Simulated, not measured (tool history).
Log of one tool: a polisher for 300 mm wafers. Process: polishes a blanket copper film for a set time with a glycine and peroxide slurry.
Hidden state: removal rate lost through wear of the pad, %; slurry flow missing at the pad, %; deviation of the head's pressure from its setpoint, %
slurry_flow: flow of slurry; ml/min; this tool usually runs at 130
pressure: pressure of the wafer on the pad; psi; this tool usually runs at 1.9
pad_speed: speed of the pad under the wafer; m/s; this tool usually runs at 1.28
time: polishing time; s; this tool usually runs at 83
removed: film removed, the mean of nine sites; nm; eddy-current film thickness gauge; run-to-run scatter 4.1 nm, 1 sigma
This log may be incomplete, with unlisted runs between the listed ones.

run	day	slurry_flow	pressure	pad_speed	time	wafers since the last listed run	wafers polished on this pad	hours since the slurry nozzle was cleaned	hours since the head pressure was calibrated	incoming thickness of the incoming film, nm	removed
1	0.000	130	2.2	1.28	83	0	2246	605.9	430.4	1992.4	415.0
2	2.021	130	2.2	1.28	83	394	2641	654.4	478.9	1966.5	411.2
3	4.704	130	2.2	1.28	83	523	3164	718.8	543.3	1999.1	415.5
# day 6.938: slurry nozzle cleaned
4	7.542	130	2.4	1.28	83	545	3710	14.5	611.4	2005.7	489.0
5	11.412	130	1.9	1.28	83	755	4466	107.4	704.3	1999.9	411.6
6	14.608	130	1.9	1.28	83	624	5090	184.1	781.0	1987.8	403.3
7	18.696	130	1.9	1.28	83	798	5889	282.2	879.1	1989.4	395.3
8	23.175	130	1.9	1.28	83	874	6763	389.7	986.6	1981.4	392.3
# day 25.996: worn pad replaced by a new one
9	26.262	130	1.9	1.28	83	570	51	463.8	1060.7	1985.5	383.1
10	29.371	130	1.9	1.28	83	606	658	538.4	1135.3	1992.5	383.1
11	32.642	130	1.9	1.28	83	638	1297	616.9	1213.8	1997.3	371.9
12	34.562	130	1.9	1.28	83	375	1672	663.0	1259.9	2033.1	380.0
# day 35.017: head pressure recalibrated
13	36.208	130	1.9	1.28	83	305	1977	702.5	28.6	1994.3	377.8
14	38.062	130	1.9	1.28	83	362	2339	747.0	73.1	1978.1	375.4
# day 39.500: slurry nozzle cleaned
15	42.017	175	1.3	0.84	109	763	3103	60.4	168.0	1992.0	361.7
16	44.983	130	1.9	1.28	83	579	3683	131.6	239.2	1997.7	416.2
17	56.571	130	1.9	1.28	83	2262	5945	409.7	517.3	1982.9	389.0
# day 57.862: worn pad replaced by a new one
18	59.083	130	1.9	1.28	92	458	238	470.0	577.6	2006.8	427.8
19	62.571	130	1.9	0.92	83	681	919	553.7	661.3	1995.9	296.6
20	64.092	175	2.3	1.28	83	296	1216	590.2	697.8	1962.3	474.2

Forecast run 21:
21	66.804	130	1.9	1.28	83	529	1745	655.3	762.9	1987.7	?

{"run 21": {"removed": 376.6}}
If the tool had no hidden condition, the same run with the same run-to-run variation would have returned removed 426.3 nm.
